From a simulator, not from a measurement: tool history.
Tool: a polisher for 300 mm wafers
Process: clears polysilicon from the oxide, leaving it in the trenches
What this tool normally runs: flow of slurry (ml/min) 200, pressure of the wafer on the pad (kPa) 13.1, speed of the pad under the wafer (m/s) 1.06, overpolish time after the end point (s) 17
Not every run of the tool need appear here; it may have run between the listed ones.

run   hour  flow of slurry (ml/min)  pressure of the wafer on the pad (kPa)  speed of the pad under the wafer (m/s)  overpolish time after the end point (s)  incoming thickness of the incoming film, nm  time until the end point was called (s)
  1      0                      200                                    13.1                                    1.06                                       17                                        431.6                                     38.6
  2   17.2                      200                                    13.1                                    1.06                                       17                                        422.8                                     37.6
  3   31.4                      200                                    13.1                                    1.06                                       17                                          424                                     40.1
  4     42                      200                                    13.1                                    1.22                                       17                                        430.3                                     33.7
  5   62.9                      200                                    13.1                                    1.22                                       17                                        432.2                                     35.3
  6  103.4                      200                                    13.1                                    1.22                                       17                                        434.4                                     34.7
  7  114.9                      200                                    13.1                                    1.06                                       14                                        430.7                                     39.8
  8  132.1                      200                                    13.1                                    1.06                                       14                                        432.9                                     39.2
  9  149.2                      200                                    13.1                                    1.06                                       14                                        437.7                                       40
 10  163.5                      200                                    13.1                                    1.06                                       17                                        429.5                                     38.3
 11  171.5                      200                                    10.3                                    1.06                                       17                                        429.2                                     48.6
 12  187.1                      200                                    13.1                                    1.06                                       17                                        423.2                                     38.9
 13  208.5                      200                                    13.1                                    1.34                                        8                                        423.2                                       33
 14  211.6                      200                                    17.9                                    1.06                                       17                                        431.2                                     28.1
 15  228.1                      200                                    13.1                                    1.06                                       17                                        432.5                                     39.9
 16  241.9                      200                                    13.1                                    1.06                                       17                                        436.1                                     38.7
 17  259.7                      200                                    17.2                                    1.06                                       17                                        430.2                                       29
 18  266.3                      130                                    17.9                                     1.4                                       20                                        425.9                                     24.4
 19  274.1                      200                                    15.2                                    1.06                                       17                                        436.5                                     33.9
 20  282.5                      140                                    17.2                                     1.4                                       17                                        432.7                                     24.7
 21  289.7                      220                                    10.3                                    1.06                                       17                                        425.5                                     48.6
 22  304.2                      200                                    14.5                                    0.94                                       10                                        435.8                                     39.9

Withheld: 4 entries from between the runs. Position of each, and hidden state at the listed run before versus the listed run after:
Runs 5 to 6: worn pad replaced by a new one (hour 92.8)
  no hidden state differs between the two runs
Runs 10 to 11: slurry nozzle cleaned (hour 171.1)
  no hidden state differs between the two runs
Runs 12 to 13: worn pad replaced by a new one (hour 207.4); head pressure recalibrated (hour 208)
  no hidden state differs between the two runs

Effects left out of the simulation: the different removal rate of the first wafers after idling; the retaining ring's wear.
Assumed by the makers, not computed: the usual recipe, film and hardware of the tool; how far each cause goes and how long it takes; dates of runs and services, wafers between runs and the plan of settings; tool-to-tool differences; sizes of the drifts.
